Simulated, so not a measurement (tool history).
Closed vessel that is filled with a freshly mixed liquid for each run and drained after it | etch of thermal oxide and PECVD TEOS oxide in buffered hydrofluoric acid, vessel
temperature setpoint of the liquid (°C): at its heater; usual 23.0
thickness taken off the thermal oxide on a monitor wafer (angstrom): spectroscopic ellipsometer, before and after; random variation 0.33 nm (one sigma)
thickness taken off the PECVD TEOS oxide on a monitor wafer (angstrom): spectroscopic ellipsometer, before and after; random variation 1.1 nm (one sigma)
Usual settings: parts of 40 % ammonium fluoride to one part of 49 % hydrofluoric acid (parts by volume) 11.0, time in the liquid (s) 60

run	hour	temperature setpoint of the liquid (°C)	parts of 40 % ammonium fluoride to one part of 49 % hydrofluoric acid (parts by volume)	time in the liquid (s)	wafers since the last listed run	hours since the thermometer was replaced	hours since the hydrofluoric acid flow meter was replaced	hours since the gauge calibration	read-back film thickness of the thermal oxide reference wafer, read on the same gauge (nm)	read-back film thickness of the PECVD TEOS oxide reference wafer, read on the same gauge (nm)	thickness taken off the thermal oxide on a monitor wafer (angstrom)	thickness taken off the PECVD TEOS oxide on a monitor wafer (angstrom)
1	0.0	23.0	11.0	60	0	2742.1	1350.6	576.7	30.02	120.00	555.0	1393.3
2	68.4	23.0	11.0	35	8278	2810.5	1419.0	645.1	30.01	120.00	322.2	812.4
3	129.4	23.0	11.0	35	7382	2871.5	1480.0	706.1	29.97	119.99	325.0	795.2
4	160.0	23.0	11.0	35	3703	2902.1	1510.6	736.7	30.03	119.99	325.3	818.2
5	203.0	23.0	11.0	60	5204	2945.1	1553.6	779.7	29.95	120.00	547.2	1403.9
6	251.7	23.0	11.0	60	5893	2993.8	1602.3	828.4	30.00	120.00	552.8	1393.1
# hour 300.9: gauge calibrated
# hour 309.4: thermometer replaced
7	315.7	23.0	11.0	60	7624	6.3	1666.3	14.8	30.05	120.00	549.5	1377.4
8	367.4	23.0	11.0	60	6256	58.0	1718.0	66.5	30.02	119.97	545.1	1365.2
9	437.8	23.0	14.0	40	8520	128.4	1788.4	136.9	29.97	119.98	283.9	714.2
10	474.4	23.0	8.0	85	4429	165.0	1825.0	173.5	30.01	119.97	1015.5	2573.4
11	513.5	23.0	11.0	60	4732	204.1	1864.1	212.6	30.00	119.99	542.9	1370.8
12	543.9	26.5	14.0	35	3679	234.5	1894.5	243.0	29.96	119.99	305.8	759.6
13	596.8	19.5	7.5	45	6402	287.4	1947.4	295.9	29.97	119.99	472.2	1196.4
14	622.4	23.0	11.0	80	3098	313.0	1973.0	321.5	30.03	120.00	721.0	1810.1
# hour 688.6: hydrofluoric acid flow meter replaced
15	691.3	23.0	15.0	85	8217	381.9	2.7	390.4	30.00	120.00	610.6	1530.2
16	740.1	25.0	8.0	70	5905	430.7	51.5	439.2	29.97	120.00	1007.6	2506.3
17	810.3	23.0	11.0	60	8495	500.9	121.7	509.4	30.00	120.02	579.0	1420.5
18	861.9	23.0	11.0	60	6244	552.5	173.3	561.0	30.04	120.02	578.5	1444.1

3 ways to go on from here, each from the tool as it stands after run 18. What would each give?
A	862.6	23.0	11.0	60	84	553.2	174.0	561.7	?	?	?	?
B	862.6	20.5	7.0	80	84	553.2	174.0	561.7	?	?	?	?
C	862.6	23.0	7.0	40	84	553.2	174.0	561.7	?	?	?	?

run	read-back film thickness of the thermal oxide reference wafer, read on the same gauge (nm)	read-back film thickness of the PECVD TEOS oxide reference wafer, read on the same gauge (nm)	thickness taken off the thermal oxide on a monitor wafer (angstrom)	thickness taken off the PECVD TEOS oxide on a monitor wafer (angstrom)
A	30.01	120.01	577.4	1451.1
B	30.01	120.01	1028.5	2584.9
C	30.01	120.01	590.5	1484.0
Without the tool's hidden state the same runs would have given:
run	thickness taken off the thermal oxide on a monitor wafer (angstrom)	thickness taken off the PECVD TEOS oxide on a monitor wafer (angstrom)
A	595.2	1495.9
B	1063.8	2673.5
C	610.7	1534.8
